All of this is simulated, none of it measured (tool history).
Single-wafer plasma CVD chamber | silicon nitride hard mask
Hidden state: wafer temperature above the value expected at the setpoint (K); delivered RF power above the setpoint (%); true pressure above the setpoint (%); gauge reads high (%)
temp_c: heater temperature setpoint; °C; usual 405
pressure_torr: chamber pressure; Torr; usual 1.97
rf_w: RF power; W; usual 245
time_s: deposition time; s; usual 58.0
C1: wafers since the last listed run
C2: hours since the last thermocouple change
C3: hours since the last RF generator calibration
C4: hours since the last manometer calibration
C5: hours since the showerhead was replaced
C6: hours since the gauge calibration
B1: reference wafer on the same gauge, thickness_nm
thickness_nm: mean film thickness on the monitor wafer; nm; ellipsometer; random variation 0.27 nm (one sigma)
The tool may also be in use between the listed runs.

Run 1, hour 0.0: usual settings but pressure_torr 2.27 Torr; C1 0; C2 715.0; C3 1802.3; C4 804.2; C5 3955.9; C6 61.6; B1 63.672. Result: thickness_nm 62.387 nm.
Run 2, hour 14.2: usual settings but temp_c 397 °C, pressure_torr 2.14 Torr; C1 254; C2 729.2; C3 1816.5; C4 818.4; C5 3970.1; C6 75.8; B1 63.628. Result: thickness_nm 61.224 nm.
Run 3, hour 25.2: usual settings but temp_c 397 °C, pressure_torr 2.14 Torr; C1 197; C2 740.2; C3 1827.5; C4 829.4; C5 3981.1; C6 86.8; B1 63.709. Result: thickness_nm 61.786 nm.
Run 4, hour 35.0: usual settings but temp_c 397 °C, pressure_torr 2.14 Torr; C1 175; C2 750.0; C3 1837.3; C4 839.2; C5 3990.9; C6 96.6; B1 63.765. Result: thickness_nm 61.155 nm.
Run 5, hour 47.8: usual settings but pressure_torr 1.60 Torr; C1 229; C2 762.8; C3 1850.1; C4 852.0; C5 4003.7; C6 109.4; B1 63.723. Result: thickness_nm 54.992 nm.
Run 6, hour 54.5: usual settings but pressure_torr 1.60 Torr; C1 120; C2 769.5; C3 1856.8; C4 858.7; C5 4010.4; C6 116.1; B1 63.748. Result: thickness_nm 55.273 nm.
Run 7, hour 61.7: usual settings; C1 129; C2 776.7; C3 1864.0; C4 865.9; C5 4017.6; C6 123.3; B1 63.638. Result: thickness_nm 59.688 nm.
Run 8, hour 95.1: usual settings but rf_w 275 W; C1 598; C2 810.1; C3 1897.4; C4 899.3; C5 4051.0; C6 156.7; B1 63.654. Result: thickness_nm 64.602 nm.
Run 9, hour 103.4: usual settings but rf_w 275 W; C1 148; C2 818.4; C3 1905.7; C4 907.6; C5 4059.3; C6 165.0; B1 63.646. Result: thickness_nm 64.929 nm.
Run 10, hour 114.2: usual settings; C1 193; C2 829.2; C3 1916.5; C4 918.4; C5 4070.1; C6 175.8; B1 63.612. Result: thickness_nm 59.717 nm.
Run 11, hour 129.6: usual settings; C1 275; C2 844.6; C3 1931.9; C4 933.8; C5 4085.5; C6 191.2; B1 63.853. Result: thickness_nm 59.777 nm.
Run 12, hour 135.7: usual settings; C1 109; C2 850.7; C3 1938.0; C4 939.9; C5 4091.6; C6 197.3; B1 63.680. Result: thickness_nm 59.401 nm.
At hour 148.9: RF generator calibrated.
Run 13, hour 149.4: usual settings; C1 102; C2 864.4; C3 0.5; C4 953.6; C5 4105.3; C6 211.0; B1 63.572. Result: thickness_nm 59.646 nm.
Run 14, hour 160.7: usual settings but pressure_torr 1.54 Torr; C1 202; C2 875.7; C3 11.8; C4 964.9; C5 4116.6; C6 222.3; B1 63.659. Result: thickness_nm 55.182 nm.
Run 15, hour 167.7: usual settings; C1 125; C2 882.7; C3 18.8; C4 971.9; C5 4123.6; C6 229.3; B1 63.797. Result: thickness_nm 59.720 nm.
At hour 175.8: capacitance manometer re-zeroed and calibrated.
Run 16, hour 177.5: usual settings but temp_c 419 °C; C1 32; C2 892.5; C3 28.6; C4 1.7; C5 4133.4; C6 239.1; B1 63.831. Result: thickness_nm 59.082 nm.
At hour 189.2: gauge calibrated.
Run 17, hour 193.2: usual settings but rf_w 210 W; C1 281; C2 908.2; C3 44.3; C4 17.4; C5 4149.1; C6 4.0; B1 63.729. Result: thickness_nm 53.734 nm.
At hour 203.5: thermocouple changed; heater temperature recalibrated.
Run 18, hour 204.0: usual settings but time_s 51.2 s; C1 50; C2 0.5; C3 55.1; C4 28.2; C5 4159.9; C6 14.8; B1 63.726. Result: thickness_nm 52.883 nm.
At hour 212.6: showerhead replaced.
Run 19, hour 213.5: usual settings but time_s 64.0 s; C1 26; C2 10.0; C3 64.6; C4 37.7; C5 0.9; C6 24.3; B1 63.598. Result: thickness_nm 65.293 nm.
Run 20, hour 224.0: usual settings but temp_c 391 °C, pressure_torr 2.45 Torr, time_s 65.4 s; C1 188; C2 20.5; C3 75.1; C4 48.2; C5 11.4; C6 34.8; B1 63.882. Result: thickness_nm 72.095 nm.
Run 21, hour 232.8: usual settings; C1 157; C2 29.3; C3 83.9; C4 57.0; C5 20.2; C6 43.6; B1 63.728. Result: thickness_nm 59.644 nm.
Run 22, hour 247.3: usual settings; C1 259; C2 43.8; C3 98.4; C4 71.5; C5 34.7; C6 58.1; B1 63.669. Result: thickness_nm 59.814 nm.
Run 23, hour 261.1: usual settings but time_s 48.5 s; C1 247; C2 57.6; C3 112.2; C4 85.3; C5 48.5; C6 71.9; B1 63.703. Result: thickness_nm 49.918 nm.
Run 24, hour 267.9: usual settings but temp_c 390 °C, rf_w 220 W; C1 121; C2 64.4; C3 119.0; C4 92.1; C5 55.3; C6 78.7; B1 63.672. Result: thickness_nm 55.333 nm.

Forecast each of these 3 alternatives for the next run:
Run A, hour 268.3: usual settings but time_s 65.7 s; C1 7; C2 64.8; C3 119.4; C4 92.5; C5 55.7; C6 79.1; B1 ?. Result: thickness_nm ?.
Run B, hour 268.3: usual settings but rf_w 280 W, time_s 50.0 s; C1 7; C2 64.8; C3 119.4; C4 92.5; C5 55.7; C6 79.1; B1 ?. Result: thickness_nm ?.
Run C, hour 268.3: usual settings but pressure_torr 2.23 Torr, rf_w 210 W, time_s 65.5 s; C1 7; C2 64.8; C3 119.4; C4 92.5; C5 55.7; C6 79.1; B1 ?. Result: thickness_nm ?.

run      B1  thickness_nm
  A  63.787        66.845
  B  63.787        55.818
  C  63.787        62.003
Without the tool's hidden state the same runs would have given:
run  thickness_nm
  A        66.845
  B        55.818
  C        62.003

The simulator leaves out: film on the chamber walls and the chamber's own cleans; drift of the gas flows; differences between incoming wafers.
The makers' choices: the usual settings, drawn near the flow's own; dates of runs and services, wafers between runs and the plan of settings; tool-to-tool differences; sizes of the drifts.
